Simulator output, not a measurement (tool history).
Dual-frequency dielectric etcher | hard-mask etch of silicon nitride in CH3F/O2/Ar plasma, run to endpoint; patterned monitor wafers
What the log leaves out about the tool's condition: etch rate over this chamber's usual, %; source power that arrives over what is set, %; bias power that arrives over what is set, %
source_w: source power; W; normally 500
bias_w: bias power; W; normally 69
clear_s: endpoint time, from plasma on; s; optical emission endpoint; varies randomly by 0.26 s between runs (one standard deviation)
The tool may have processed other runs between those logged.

run,hour,source_w,bias_w,wafers since the last listed run,hours since the last wet clean,hours since the last source power generator calibration,hours since the last bias power generator calibration,hours since the last upper electrode change,"incoming incoming film thickness, nm",clear_s
1,0.0,570,69,0,486.6,2319.0,2301.5,2026.5,45.08,59.5
2,14.6,500,69,171,501.2,2333.6,2316.1,2041.1,45.39,64.9
3,29.0,500,69,169,515.6,2348.0,2330.5,2055.5,45.17,64.6
4,81.0,500,69,611,567.6,2400.0,2382.5,2107.5,45.67,65.6
# hour 105.9: wet clean of the chamber
5,106.4,430,75,16,0.5,2425.4,2407.9,2132.9,45.22,66.3
6,109.4,560,60,35,3.5,2428.4,2410.9,2135.9,44.90,61.8
7,117.8,560,60,98,11.9,2436.8,2419.3,2144.3,45.20,62.0
8,129.0,600,69,131,23.1,2448.0,2430.5,2155.5,45.15,57.6
9,140.7,600,69,137,34.8,2459.7,2442.2,2167.2,45.31,57.9
10,153.1,500,69,145,47.2,2472.1,2454.6,2179.6,45.11,63.7
11,162.4,500,69,109,56.5,2481.4,2463.9,2188.9,44.94,62.2
12,168.5,500,69,71,62.6,2487.5,2470.0,2195.0,44.55,62.5
13,179.1,450,64,124,73.2,2498.1,2480.6,2205.6,45.14,68.0
14,193.4,500,69,168,87.5,2512.4,2494.9,2219.9,44.85,62.8
15,202.5,450,55,106,96.6,2521.5,2504.0,2229.0,45.42,71.9
# hour 217.2: bias power generator calibrated
16,219.8,440,80,156,113.9,2538.8,2.6,2246.3,45.15,64.3
# hour 246.6: upper electrode replaced
17,247.1,590,77,38,141.2,2566.1,29.9,0.5,45.12,56.3
18,247.5,560,77,4,141.6,2566.5,30.3,0.9,45.55,58.6
19,251.1,380,58,42,145.2,2570.1,33.9,4.5,45.36,76.9
20,261.8,420,52,125,155.9,2580.8,44.6,15.2,44.72,74.4
# hour 278.5: source power generator calibrated
21,279.0,450,57,155,173.1,0.5,61.8,32.4,45.97,71.7
22,290.6,500,69,136,184.7,12.1,73.4,44.0,45.38,63.1
23,298.8,590,75,96,192.9,20.3,81.6,52.2,45.00,56.8
24,315.2,390,55,192,209.3,36.7,98.0,68.6,44.99,76.2
25,330.3,580,83,177,224.4,51.8,113.1,83.7,45.35,56.5
26,362.9,390,74,383,257.0,84.4,145.7,116.3,44.91,70.3
27,380.1,430,60,202,274.2,101.6,162.9,133.5,44.84,71.0
28,388.7,560,78,101,282.8,110.2,171.5,142.1,45.09,57.8
29,394.7,500,69,70,288.8,116.2,177.5,148.1,44.81,63.6
30,407.0,590,82,144,301.1,128.5,189.8,160.4,45.03,55.4
31,416.8,460,63,115,310.9,138.3,199.6,170.2,45.37,68.3
32,425.5,580,69,102,319.6,147.0,208.3,178.9,45.29,59.3
33,443.3,560,78,209,337.4,164.8,226.1,196.7,44.73,57.5
34,457.9,380,85,171,352.0,179.4,240.7,211.3,45.42,69.2
35,469.2,500,64,132,363.3,190.7,252.0,222.6,45.68,66.3

Alternative continuations, all from the tool just after run 35; predict every row:
A,469.6,500,69,4,363.7,191.1,252.4,223.0,45.53,?
B,469.6,410,69,4,363.7,191.1,252.4,223.0,45.53,?
C,469.6,540,57,4,363.7,191.1,252.4,223.0,45.53,?
D,469.6,500,85,4,363.7,191.1,252.4,223.0,45.53,?

run,clear_s
A,64.0
B,70.7
C,65.1
D,59.9
Take away the tool's hidden state, keep each run's random variation, and the runs would have read:
run,clear_s
A,63.2
B,69.9
C,64.4
D,59.2

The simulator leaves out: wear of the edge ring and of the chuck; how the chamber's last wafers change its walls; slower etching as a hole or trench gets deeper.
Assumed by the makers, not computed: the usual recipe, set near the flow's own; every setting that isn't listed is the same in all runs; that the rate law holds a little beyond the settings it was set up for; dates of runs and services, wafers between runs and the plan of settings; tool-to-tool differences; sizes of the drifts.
